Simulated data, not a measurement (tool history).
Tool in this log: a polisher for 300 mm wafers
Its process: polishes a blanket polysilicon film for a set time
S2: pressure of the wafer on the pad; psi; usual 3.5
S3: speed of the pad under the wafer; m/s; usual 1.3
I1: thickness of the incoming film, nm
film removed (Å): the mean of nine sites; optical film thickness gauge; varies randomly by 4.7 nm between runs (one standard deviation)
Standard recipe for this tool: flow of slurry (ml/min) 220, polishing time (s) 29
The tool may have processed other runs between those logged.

{"run": 1, "hour": 0.0, "flow of slurry (ml/min)": 220, "S2": 3.5, "S3": 1.3, "polishing time (s)": 29, "I1": 1100.3, "film removed (Å)": 3824}
{"run": 2, "hour": 107.4, "flow of slurry (ml/min)": 220, "S2": 3.5, "S3": 1.3, "polishing time (s)": 29, "I1": 1102, "film removed (Å)": 3881}
{"hour": 173.6, "done": "slurry nozzle cleaned"}
{"run": 3, "hour": 210.0, "flow of slurry (ml/min)": 220, "S2": 3.5, "S3": 1.3, "polishing time (s)": 29, "I1": 1114.1, "film removed (Å)": 3892}
{"hour": 271.4, "done": "worn pad replaced by a new one"}
{"run": 4, "hour": 278.1, "flow of slurry (ml/min)": 220, "S2": 3.5, "S3": 1.3, "polishing time (s)": 29, "I1": 1098.1, "film removed (Å)": 3928}
{"run": 5, "hour": 378.3, "flow of slurry (ml/min)": 250, "S2": 3.5, "S3": 1.54, "polishing time (s)": 29, "I1": 1087.9, "film removed (Å)": 4393}
{"run": 6, "hour": 482.4, "flow of slurry (ml/min)": 250, "S2": 3.5, "S3": 1.54, "polishing time (s)": 29, "I1": 1095.3, "film removed (Å)": 4512}
{"hour": 497.7, "done": "head pressure recalibrated"}
{"run": 7, "hour": 552.0, "flow of slurry (ml/min)": 220, "S2": 3.5, "S3": 1.16, "polishing time (s)": 29, "I1": 1091.1, "film removed (Å)": 3623}
{"hour": 610.8, "done": "worn pad replaced by a new one"}
{"hour": 612.6, "done": "slurry nozzle cleaned"}
{"run": 8, "hour": 639.8, "flow of slurry (ml/min)": 220, "S2": 3.5, "S3": 1.16, "polishing time (s)": 29, "I1": 1106.9, "film removed (Å)": 3573}
{"run": 9, "hour": 747.7, "flow of slurry (ml/min)": 220, "S2": 3.5, "S3": 1.16, "polishing time (s)": 29, "I1": 1110.8, "film removed (Å)": 3642}
{"run": 10, "hour": 811.1, "flow of slurry (ml/min)": 220, "S2": 3.5, "S3": 1.3, "polishing time (s)": 29, "I1": 1110.8, "film removed (Å)": 3898}
{"run": 11, "hour": 904.0, "flow of slurry (ml/min)": 220, "S2": 3.5, "S3": 1.3, "polishing time (s)": 29, "I1": 1105.9, "film removed (Å)": 3900}
{"hour": 916.9, "done": "worn pad replaced by a new one"}
{"hour": 990.4, "done": "slurry nozzle cleaned"}
{"run": 12, "hour": 999.5, "flow of slurry (ml/min)": 220, "S2": 2.5, "S3": 1.3, "polishing time (s)": 29, "I1": 1093.9, "film removed (Å)": 2786}
{"run": 13, "hour": 1057.8, "flow of slurry (ml/min)": 220, "S2": 3.5, "S3": 1.3, "polishing time (s)": 29, "I1": 1102.7, "film removed (Å)": 3937}
{"hour": 1116.5, "done": "head pressure recalibrated"}
{"run": 14, "hour": 1145.4, "flow of slurry (ml/min)": 220, "S2": 3.5, "S3": 1.3, "polishing time (s)": 38, "I1": 1107, "film removed (Å)": 5021}
{"run": 15, "hour": 1214.5, "flow of slurry (ml/min)": 220, "S2": 3.5, "S3": 1.3, "polishing time (s)": 29, "I1": 1097.7, "film removed (Å)": 3917}
{"hour": 1287.3, "done": "worn pad replaced by a new one"}
{"run": 16, "hour": 1315.1, "flow of slurry (ml/min)": 220, "S2": 3.5, "S3": 1.3, "polishing time (s)": 29, "I1": 1096.9, "film removed (Å)": 3842}
{"hour": 1373.5, "done": "slurry nozzle cleaned"}
{"run": 17, "hour": 1412.4, "flow of slurry (ml/min)": 220, "S2": 3.5, "S3": 1.3, "polishing time (s)": 21, "I1": 1101.3, "film removed (Å)": 2894}
{"run": 18, "hour": 1476.9, "flow of slurry (ml/min)": 240, "S2": 3.5, "S3": 1.3, "polishing time (s)": 35, "I1": 1107, "film removed (Å)": 4726}
{"run": 19, "hour": 1532.9, "flow of slurry (ml/min)": 220, "S2": 3.5, "S3": 1.02, "polishing time (s)": 32, "I1": 1106.7, "film removed (Å)": 3637}
{"run": 20, "hour": 1583.5, "flow of slurry (ml/min)": 220, "S2": 3.2, "S3": 1.3, "polishing time (s)": 37, "I1": 1113.6, "film removed (Å)": 4585}
{"run": 21, "hour": 1626.5, "flow of slurry (ml/min)": 220, "S2": 3.5, "S3": 1.3, "polishing time (s)": 29, "I1": 1088.7, "film removed (Å)": 3868}
{"hour": 1634.7, "done": "worn pad replaced by a new one"}
{"run": 22, "hour": 1670.0, "flow of slurry (ml/min)": 265, "S2": 4.3, "S3": 1.5, "polishing time (s)": 24, "I1": 1100.2, "film removed (Å)": 4524}
{"run": 23, "hour": 1710.4, "flow of slurry (ml/min)": 220, "S2": 3.5, "S3": 1.3, "polishing time (s)": 29, "I1": 1101.2, "film removed (Å)": 3926}

3 options for the next run, each taken on its own from the tool as it stands now. Forecast them:
{"run": "A", "hour": 1710.8, "flow of slurry (ml/min)": 220, "S2": 3.5, "S3": 1.3, "polishing time (s)": 34, "I1": 1080.8, "film removed (Å)": "?"}
{"run": "B", "hour": 1710.8, "flow of slurry (ml/min)": 220, "S2": 2.4, "S3": 1.68, "polishing time (s)": 33, "I1": 1080.8, "film removed (Å)": "?"}
{"run": "C", "hour": 1710.8, "flow of slurry (ml/min)": 220, "S2": 3.5, "S3": 1.14, "polishing time (s)": 21, "I1": 1080.8, "film removed (Å)": "?"}

run=A film_removed_(Å)=4523
run=B film_removed_(Å)=3671
run=C film_removed_(Å)=2535
The same runs, with their run-to-run variation unchanged, on a tool lacking any hidden condition would have given:
run=A film_removed_(Å)=4523
run=B film_removed_(Å)=3671
run=C film_removed_(Å)=2535
